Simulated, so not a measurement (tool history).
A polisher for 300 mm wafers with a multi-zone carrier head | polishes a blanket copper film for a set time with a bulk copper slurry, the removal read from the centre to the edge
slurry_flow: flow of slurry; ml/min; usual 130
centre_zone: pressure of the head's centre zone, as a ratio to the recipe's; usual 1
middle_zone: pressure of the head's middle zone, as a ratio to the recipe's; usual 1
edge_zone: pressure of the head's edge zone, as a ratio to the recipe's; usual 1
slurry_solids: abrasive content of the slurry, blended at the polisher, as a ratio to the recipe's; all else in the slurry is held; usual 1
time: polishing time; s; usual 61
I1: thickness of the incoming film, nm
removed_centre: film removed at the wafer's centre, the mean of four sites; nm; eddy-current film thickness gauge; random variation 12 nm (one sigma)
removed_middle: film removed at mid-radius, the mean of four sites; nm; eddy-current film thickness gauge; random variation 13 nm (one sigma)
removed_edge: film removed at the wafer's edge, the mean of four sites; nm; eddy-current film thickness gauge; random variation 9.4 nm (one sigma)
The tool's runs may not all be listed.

Run 1, hour 0: usual settings; I1 4673.7. Result: removed_centre 803.9 nm, removed_middle 818.2 nm, removed_edge 838.2 nm.
Run 2, hour 31.8: usual settings but middle_zone 1.06, time 41 s; I1 4585. Result: removed_centre 530.7 nm, removed_middle 565.8 nm, removed_edge 548.2 nm.
At hour 43.4: worn pad replaced by a new one.
Run 3, hour 60.4: usual settings; I1 4735.7. Result: removed_centre 787.9 nm, removed_middle 812.2 nm, removed_edge 805.7 nm.
Run 4, hour 122.3: usual settings but middle_zone 0.88; I1 4748.2. Result: removed_centre 762.4 nm, removed_middle 741.7 nm, removed_edge 799.6 nm.
At hour 161: centre zone pressure recalibrated.
Run 5, hour 180.7: usual settings but centre_zone 0.93, edge_zone 0.94, slurry_solids 0.9; I1 4673.4. Result: removed_centre 681.7 nm, removed_middle 768 nm, removed_edge 764.7 nm.
At hour 192.4: slurry nozzle cleaned.
Run 6, hour 225.3: usual settings but edge_zone 1.1, time 81 s; I1 4598. Result: removed_centre 1137.7 nm, removed_middle 1139.7 nm, removed_edge 1188.2 nm.
Run 7, hour 279.2: usual settings but middle_zone 0.92; I1 4703.7. Result: removed_centre 827.2 nm, removed_middle 815.2 nm, removed_edge 854.8 nm.
Run 8, hour 303.6: usual settings but slurry_flow 90 ml/min, middle_zone 0.97; I1 4563. Result: removed_centre 749.7 nm, removed_middle 753.1 nm, removed_edge 779.9 nm.
Run 9, hour 333.7: usual settings but edge_zone 0.97; I1 4665.7. Result: removed_centre 804.7 nm, removed_middle 836.6 nm, removed_edge 820 nm.
Run 10, hour 359.3: usual settings; I1 4578.6. Result: removed_centre 829.5 nm, removed_middle 832.7 nm, removed_edge 837.8 nm.
Run 11, hour 391: usual settings; I1 4689.1. Result: removed_centre 814.4 nm, removed_middle 819.5 nm, removed_edge 836.2 nm.
At hour 421.6: worn pad replaced by a new one.
Run 12, hour 444.5: usual settings but centre_zone 0.92, middle_zone 1.11, time 51 s; I1 4660.1. Result: removed_centre 600 nm, removed_middle 735.3 nm, removed_edge 682.9 nm.
Run 13, hour 469.5: usual settings but middle_zone 1.08, slurry_solids 0.75, time 54 s; I1 4622.3. Result: removed_centre 675 nm, removed_middle 728 nm, removed_edge 693 nm.
Run 14, hour 493.7: usual settings but slurry_flow 110 ml/min; I1 4675. Result: removed_centre 731.3 nm, removed_middle 736.4 nm, removed_edge 766.6 nm.
Run 15, hour 525.2: usual settings; I1 4566.9. Result: removed_centre 754.6 nm, removed_middle 819.4 nm, removed_edge 803 nm.
Run 16, hour 586.7: usual settings; I1 4645.1. Result: removed_centre 739 nm, removed_middle 767.4 nm, removed_edge 781.3 nm.
Run 17, hour 635.6: usual settings but middle_zone 1.11, time 69 s; I1 4607.3. Result: removed_centre 808.7 nm, removed_middle 913 nm, removed_edge 894.3 nm.
At hour 666.8: edge zone pressure recalibrated.
At hour 671.3: slurry nozzle cleaned.
Run 18, hour 672.7: usual settings but time 79 s; I1 4687.4. Result: removed_centre 1111.6 nm, removed_middle 1149 nm, removed_edge 1109.3 nm.
Run 19, hour 726: usual settings; I1 4552.7. Result: removed_centre 832.8 nm, removed_middle 868.8 nm, removed_edge 849.6 nm.
Run 20, hour 777.1: usual settings; I1 4595.5. Result: removed_centre 834.9 nm, removed_middle 858.6 nm, removed_edge 843.3 nm.
Run 21, hour 815.4: usual settings but middle_zone 1.06, edge_zone 1.06, slurry_solids 0.9, time 68 s; I1 4601.3. Result: removed_centre 914.6 nm, removed_middle 1000.7 nm, removed_edge 949.5 nm.

Hidden state or all else? Some run-to-run changes of removed_centre, split into what the settings, what came in and random variation would give without the hidden state, and what is left for the hidden state (with any gauge scatter that isn't in both results):
The hidden state here: removal rate lost through wear of the pad, %; slurry flow missing at the pad, %; deviation of the centre zone's pressure from its setpoint, %; deviation of the edge zone's pressure from its setpoint, %.
Run 5 -> 6: centre_zone 0.93 -> 1, edge_zone 0.94 -> 1.1, slurry_solids 0.9 -> 1, time 61 -> 81, slurry nozzle cleaned. removed_centre +456 nm: hidden state +80.1, all else +375.9.
Run 6 -> 7: middle_zone 1 -> 0.92, edge_zone 1.1 -> 1, time 81 -> 61. removed_centre -310.5 nm: hidden state -3.5, all else -307.
Run 17 -> 18: middle_zone 1.11 -> 1, time 69 -> 79, edge zone pressure recalibrated, slurry nozzle cleaned. removed_centre +302.9 nm: hidden state +149.4, all else +153.5.
